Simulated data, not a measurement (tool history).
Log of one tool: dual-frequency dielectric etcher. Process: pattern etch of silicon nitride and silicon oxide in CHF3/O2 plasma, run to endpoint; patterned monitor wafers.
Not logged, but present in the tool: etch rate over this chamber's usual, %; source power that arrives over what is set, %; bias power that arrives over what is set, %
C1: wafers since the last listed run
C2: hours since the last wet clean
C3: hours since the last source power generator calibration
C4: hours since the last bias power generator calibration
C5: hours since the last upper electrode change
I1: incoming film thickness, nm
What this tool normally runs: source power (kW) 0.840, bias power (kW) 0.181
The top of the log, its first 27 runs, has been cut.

Run 28, day 29.808: usual settings but bias power (kW) 0.208; C1 73; C2 25.1; C3 280.4; C4 96.1; C5 479.7; I1 288.5. Result: endpoint time (s) 169.2.
Run 29, day 30.383: usual settings but source power (kW) 0.990; C1 71; C2 38.9; C3 294.2; C4 109.9; C5 493.5; I1 285.6. Result: endpoint time (s) 165.3.
Run 30, day 31.158: usual settings but source power (kW) 0.780, bias power (kW) 0.158; C1 96; C2 57.5; C3 312.8; C4 128.5; C5 512.1; I1 286.7. Result: endpoint time (s) 193.9.
Run 31, day 32.392: usual settings; C1 152; C2 87.1; C3 342.4; C4 158.1; C5 541.7; I1 286.0. Result: endpoint time (s) 177.8.
Run 32, day 33.312: usual settings but source power (kW) 1.030; C1 114; C2 109.2; C3 364.5; C4 180.2; C5 563.8; I1 286.6. Result: endpoint time (s) 165.5.
Run 33, day 34.512: usual settings but source power (kW) 0.700, bias power (kW) 0.207; C1 148; C2 138.0; C3 393.3; C4 209.0; C5 592.6; I1 285.4. Result: endpoint time (s) 181.8.
Run 34, day 35.367: usual settings but source power (kW) 0.720, bias power (kW) 0.160; C1 105; C2 158.5; C3 413.8; C4 229.5; C5 613.1; I1 286.7. Result: endpoint time (s) 200.1.
Run 35, day 36.483: usual settings; C1 138; C2 185.3; C3 440.6; C4 256.3; C5 639.9; I1 288.7. Result: endpoint time (s) 181.6.
Run 36, day 37.921: usual settings but source power (kW) 0.700, bias power (kW) 0.164; C1 178; C2 219.8; C3 475.1; C4 290.8; C5 674.4; I1 288.3. Result: endpoint time (s) 200.8.

Below are 3 alternative next runs, each starting from the tool's condition after run 36. Predict each:
Run A, day 37.942: usual settings; C1 2; C2 220.3; C3 475.6; C4 291.3; C5 674.9; I1 288.5. Result: endpoint time (s) ?.
Run B, day 37.942: usual settings but bias power (kW) 0.153; C1 2; C2 220.3; C3 475.6; C4 291.3; C5 674.9; I1 288.5. Result: endpoint time (s) ?.
Run C, day 37.942: usual settings but source power (kW) 0.760, bias power (kW) 0.151; C1 2; C2 220.3; C3 475.6; C4 291.3; C5 674.9; I1 288.5. Result: endpoint time (s) ?.

run  endpoint time (s)
  A              182.7
  B              194.1
  C              203.4
The same runs, with their run-to-run variation unchanged, on a tool lacking any hidden condition would have given:
run  endpoint time (s)
  A              179.6
  B              190.8
  C              199.9
